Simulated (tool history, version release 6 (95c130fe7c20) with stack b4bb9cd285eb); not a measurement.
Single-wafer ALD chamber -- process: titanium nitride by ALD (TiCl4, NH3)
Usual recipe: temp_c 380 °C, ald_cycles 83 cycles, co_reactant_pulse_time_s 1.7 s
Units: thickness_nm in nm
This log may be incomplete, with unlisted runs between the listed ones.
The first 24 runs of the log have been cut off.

run,hour,temp_c,ald_cycles,co_reactant_pulse_time_s,"read-back reference wafer on the same gauge, thickness_nm",thickness_nm
# hour 273.3: gauge calibrated
25,278.5,386,78,2.33,1.702,1.671
26,293.1,380,83,1.7,1.701,1.737
27,307.3,380,83,2.03,1.7,1.757
28,316.8,380,83,1.7,1.699,1.733
29,328.5,380,83,1.7,1.697,1.733
30,345.2,391,95,2.11,1.701,2.032
31,361.9,372,83,1.7,1.701,1.712
32,373.3,385,99,1.07,1.701,1.955
33,389.2,380,83,1.7,1.701,1.735
34,395.6,380,88,1.7,1.7,1.832
35,406,372,87,1.27,1.701,1.732
36,417.1,380,68,2.17,1.7,1.445
37,429,374,88,2.14,1.698,1.86

Here are 4 independent what-if runs from the current tool condition. What would each one return?
A,429.6,380,83,1.1,?,?
B,429.6,380,73,1.42,?,?
C,429.6,367,83,1.28,?,?
D,429.6,395,83,2.28,?,?

run,"read-back reference wafer on the same gauge, thickness_nm",thickness_nm
A,1.699,1.63
B,1.699,1.492
C,1.699,1.63
D,1.699,1.787
Without the tool's hidden state the same runs would have given:
run,thickness_nm
A,1.63
B,1.492
C,1.63
D,1.787

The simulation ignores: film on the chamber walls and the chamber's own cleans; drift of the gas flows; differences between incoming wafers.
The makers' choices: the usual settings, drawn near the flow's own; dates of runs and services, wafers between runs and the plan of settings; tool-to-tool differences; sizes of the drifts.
